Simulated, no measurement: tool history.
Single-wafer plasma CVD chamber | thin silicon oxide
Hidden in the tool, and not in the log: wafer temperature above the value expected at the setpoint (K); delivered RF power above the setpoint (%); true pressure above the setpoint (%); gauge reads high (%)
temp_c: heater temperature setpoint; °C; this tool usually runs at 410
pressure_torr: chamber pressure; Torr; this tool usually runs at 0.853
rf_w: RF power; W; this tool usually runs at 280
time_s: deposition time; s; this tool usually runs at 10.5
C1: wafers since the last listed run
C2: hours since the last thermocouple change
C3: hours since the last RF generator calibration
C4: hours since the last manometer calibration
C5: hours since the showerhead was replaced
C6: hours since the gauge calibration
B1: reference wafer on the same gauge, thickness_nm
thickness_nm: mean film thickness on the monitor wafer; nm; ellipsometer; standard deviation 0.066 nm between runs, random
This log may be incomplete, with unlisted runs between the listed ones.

{"run": 1, "hour": 0.0, "temp_c": 410, "pressure_torr": 0.853, "rf_w": 280, "time_s": 10.5, "C1": 0, "C2": 1979.6, "C3": 1807.7, "C4": 1083.2, "C5": 3877.2, "C6": 518.6, "B1": 21.077, "thickness_nm": 20.044}
{"run": 2, "hour": 24.8, "temp_c": 410, "pressure_torr": 0.853, "rf_w": 280, "time_s": 8.9, "C1": 708, "C2": 2004.4, "C3": 1832.5, "C4": 1108, "C5": 3902, "C6": 543.4, "B1": 21.097, "thickness_nm": 17.038}
{"run": 3, "hour": 45.0, "temp_c": 410, "pressure_torr": 0.853, "rf_w": 280, "time_s": 8.9, "C1": 577, "C2": 2024.6, "C3": 1852.7, "C4": 1128.2, "C5": 3922.2, "C6": 563.6, "B1": 21.088, "thickness_nm": 17.117}
{"run": 4, "hour": 76.1, "temp_c": 410, "pressure_torr": 0.853, "rf_w": 280, "time_s": 8.9, "C1": 888, "C2": 2055.7, "C3": 1883.8, "C4": 1159.3, "C5": 3953.3, "C6": 594.7, "B1": 21.11, "thickness_nm": 17.056}
{"run": 5, "hour": 90.8, "temp_c": 410, "pressure_torr": 0.853, "rf_w": 280, "time_s": 10.5, "C1": 419, "C2": 2070.4, "C3": 1898.5, "C4": 1174, "C5": 3968, "C6": 609.4, "B1": 21.111, "thickness_nm": 20.042}
{"run": 6, "hour": 110.8, "temp_c": 410, "pressure_torr": 0.853, "rf_w": 280, "time_s": 10.5, "C1": 571, "C2": 2090.4, "C3": 1918.5, "C4": 1194, "C5": 3988, "C6": 629.4, "B1": 21.063, "thickness_nm": 20.011}
{"run": 7, "hour": 137.2, "temp_c": 410, "pressure_torr": 0.853, "rf_w": 280, "time_s": 10.5, "C1": 754, "C2": 2116.8, "C3": 1944.9, "C4": 1220.4, "C5": 4014.4, "C6": 655.8, "B1": 21.106, "thickness_nm": 20.141}
{"run": 8, "hour": 161.8, "temp_c": 410, "pressure_torr": 0.853, "rf_w": 280, "time_s": 10.5, "C1": 702, "C2": 2141.4, "C3": 1969.5, "C4": 1245, "C5": 4039, "C6": 680.4, "B1": 21.086, "thickness_nm": 20.043}
{"run": 9, "hour": 185.4, "temp_c": 410, "pressure_torr": 0.853, "rf_w": 280, "time_s": 10.5, "C1": 674, "C2": 2165, "C3": 1993.1, "C4": 1268.6, "C5": 4062.6, "C6": 704, "B1": 21.093, "thickness_nm": 19.889}
{"run": 10, "hour": 211.8, "temp_c": 410, "pressure_torr": 0.853, "rf_w": 280, "time_s": 10.5, "C1": 754, "C2": 2191.4, "C3": 2019.5, "C4": 1295, "C5": 4089, "C6": 730.4, "B1": 21.112, "thickness_nm": 19.912}
{"run": 11, "hour": 231.5, "temp_c": 410, "pressure_torr": 0.853, "rf_w": 280, "time_s": 10.5, "C1": 562, "C2": 2211.1, "C3": 2039.2, "C4": 1314.7, "C5": 4108.7, "C6": 750.1, "B1": 21.114, "thickness_nm": 19.902}
{"run": 12, "hour": 249.3, "temp_c": 410, "pressure_torr": 0.853, "rf_w": 280, "time_s": 10.5, "C1": 508, "C2": 2228.9, "C3": 2057, "C4": 1332.5, "C5": 4126.5, "C6": 767.9, "B1": 21.08, "thickness_nm": 19.974}
{"hour": 260.1, "done": "showerhead replaced"}
{"hour": 278.9, "done": "RF generator calibrated"}
{"run": 13, "hour": 279.4, "temp_c": 410, "pressure_torr": 0.853, "rf_w": 280, "time_s": 10.5, "C1": 402, "C2": 2259, "C3": 0.5, "C4": 1362.6, "C5": 19.3, "C6": 798, "B1": 21.089, "thickness_nm": 19.783}
{"hour": 289.8, "done": "gauge calibrated"}
{"run": 14, "hour": 302.8, "temp_c": 410, "pressure_torr": 0.853, "rf_w": 280, "time_s": 10.5, "C1": 668, "C2": 2282.4, "C3": 23.9, "C4": 1386, "C5": 42.7, "C6": 13, "B1": 21.109, "thickness_nm": 19.89}
{"run": 15, "hour": 326.2, "temp_c": 422, "pressure_torr": 1.006, "rf_w": 280, "time_s": 10.5, "C1": 668, "C2": 2305.8, "C3": 47.3, "C4": 1409.4, "C5": 66.1, "C6": 36.4, "B1": 21.123, "thickness_nm": 22.009}
{"run": 16, "hour": 356.4, "temp_c": 395, "pressure_torr": 1.062, "rf_w": 235, "time_s": 9.3, "C1": 862, "C2": 2336, "C3": 77.5, "C4": 1439.6, "C5": 96.3, "C6": 66.6, "B1": 21.101, "thickness_nm": 19.041}
{"hour": 368.5, "done": "thermocouple changed; heater temperature recalibrated"}
{"run": 17, "hour": 391.1, "temp_c": 410, "pressure_torr": 0.853, "rf_w": 280, "time_s": 10.5, "C1": 762, "C2": 22.6, "C3": 112.2, "C4": 1474.3, "C5": 131, "C6": 101.3, "B1": 21.088, "thickness_nm": 19.829}
{"run": 18, "hour": 413.7, "temp_c": 395, "pressure_torr": 0.649, "rf_w": 280, "time_s": 10.5, "C1": 645, "C2": 45.2, "C3": 134.8, "C4": 1496.9, "C5": 153.6, "C6": 123.9, "B1": 21.103, "thickness_nm": 16.288}

Expected results for the next run?
{"hour": 451.3, "done": "capacitance manometer re-zeroed and calibrated"}
{"run": 19, "hour": 451.8, "temp_c": 410, "pressure_torr": 0.797, "rf_w": 305, "time_s": 10.5, "C1": 859, "C2": 83.3, "C3": 172.9, "C4": 0.5, "C5": 191.7, "C6": 162, "B1": "?", "thickness_nm": "?"}

B1: 21.081
thickness_nm: 20.702 nm
Take away the tool's hidden state, keep the run-to-run variation as it was, and the same run would have given thickness_nm 20.81 nm.

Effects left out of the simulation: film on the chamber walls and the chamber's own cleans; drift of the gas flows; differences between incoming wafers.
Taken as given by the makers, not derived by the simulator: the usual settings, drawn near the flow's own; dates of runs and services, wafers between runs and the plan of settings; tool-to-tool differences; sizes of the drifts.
